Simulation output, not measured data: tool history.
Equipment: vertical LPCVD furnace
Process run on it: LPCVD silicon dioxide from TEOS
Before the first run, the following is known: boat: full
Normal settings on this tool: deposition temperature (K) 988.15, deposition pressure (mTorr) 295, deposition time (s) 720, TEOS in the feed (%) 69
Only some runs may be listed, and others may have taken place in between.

run,hour,deposition temperature (K),deposition pressure (mTorr),deposition time (s),TEOS in the feed (%),wafers since the last listed run,hours since the last temperature calibration,hours since the pressure gauge was zeroed,hours since the TEOS flow controller was replaced,hours since the gauge calibration,"read-back reference wafer on the same gauge, thickness",film thickness on the monitor wafer in the middle of the boat (nm)
1,0,988.15,295,720,69,0,3473.4,2677.4,2227.7,1044.1,114.13,112.6
2,29.9,988.15,265,630,69,272,3503.3,2707.3,2257.6,1074,113.61,92.43
3,61,988.15,295,720,69,283,3534.4,2738.4,2288.7,1105.1,114.17,112.92
4,108.4,988.15,295,720,69,432,3581.8,2785.8,2336.1,1152.5,114.09,113.11
5,165.1,988.15,295,720,69,516,3638.5,2842.5,2392.8,1209.2,113.97,114.06
6,203.1,988.15,315,720,69,346,3676.5,2880.5,2430.8,1247.2,113.84,117.64
7,259.7,988.15,315,720,69,516,3733.1,2937.1,2487.4,1303.8,113.7,117.1
# hour 312.8: pressure gauge zeroed
8,313.3,988.15,295,720,69,269,3786.7,0.5,2541,1357.4,114,117.39
# hour 372.2: thermocouples replaced and temperature profile calibrated
9,372.7,988.15,295,720,69,322,0.5,59.9,2600.4,1416.8,113.92,116.66
10,389,988.15,295,720,69,148,16.8,76.2,2616.7,1433.1,114.06,115.47
11,456.2,988.15,295,720,69,612,84,143.4,2683.9,1500.3,113.91,116.09
12,515.6,994.15,295,720,69,541,143.4,202.8,2743.3,1559.7,114.18,131.93
13,570,988.15,295,720,69,496,197.8,257.2,2797.7,1614.1,113.87,116.17
14,629.7,988.15,295,720,62,544,257.5,316.9,2857.4,1673.8,113.86,109.08
15,697.3,979.15,355,840,75,616,325.1,384.5,2925,1741.4,114.13,125.58
16,744.6,988.15,295,720,69,431,372.4,431.8,2972.3,1788.7,113.87,115.27
# hour 793.3: TEOS flow controller replaced
17,796.7,996.15,320,480,69,256,424.5,483.9,3.4,1840.8,113.76,96.66
18,829.4,1000.15,355,720,69,298,457.2,516.6,36.1,1873.5,113.86,166.13
19,896.2,988.15,295,600,79,609,524,583.4,102.9,1940.3,113.9,104.24
20,963.5,988.15,295,720,69,613,591.3,650.7,170.2,2007.6,113.82,116.25
# hour 968.3: gauge calibrated
21,1005.3,988.15,295,720,62,381,633.1,692.5,212,37,113.78,109.29
22,1049.3,993.15,260,720,69,401,677.1,736.5,256,81,113.8,122.06
23,1085.9,988.15,270,720,62,333,713.7,773.1,292.6,117.6,113.98,105.08
24,1154.3,988.15,295,720,69,623,782.1,841.5,361,186,113.9,116.34
25,1189.9,988.15,250,720,69,324,817.7,877.1,396.6,221.6,114.04,106.76
26,1225,988.15,295,720,69,320,852.8,912.2,431.7,256.7,114,115.83
27,1261.1,988.15,295,720,69,329,888.9,948.3,467.8,292.8,113.93,116.29
28,1299.2,999.15,295,570,69,347,927,986.4,505.9,330.9,113.86,116.99
29,1357.8,988.15,235,720,56,534,985.6,1045,564.5,389.5,113.94,92.38
30,1388.6,988.15,350,480,69,280,1016.4,1075.8,595.3,420.3,114.13,84.06

Each row is a separate what-if for the run after 30, all from the same tool condition, not one after another. Results?
A,1393.2,988.15,295,720,69,41,1021,1080.4,599.9,424.9,?,?
B,1393.2,997.15,295,510,69,41,1021,1080.4,599.9,424.9,?,?
C,1393.2,984.15,295,720,65,41,1021,1080.4,599.9,424.9,?,?
D,1393.2,988.15,320,720,57,41,1021,1080.4,599.9,424.9,?,?
E,1393.2,988.15,235,630,61,41,1021,1080.4,599.9,424.9,?,?

run,"read-back reference wafer on the same gauge, thickness",film thickness on the monitor wafer in the middle of the boat (nm)
A,114.04,115.13
B,114.04,99.71
C,114.04,102.06
D,114.04,109.08
E,114.04,84.28
With no hidden state in the tool, these same runs would have given:
run,film thickness on the monitor wafer in the middle of the boat (nm)
A,116.5
B,100.9
C,103.28
D,110.28
E,85.55

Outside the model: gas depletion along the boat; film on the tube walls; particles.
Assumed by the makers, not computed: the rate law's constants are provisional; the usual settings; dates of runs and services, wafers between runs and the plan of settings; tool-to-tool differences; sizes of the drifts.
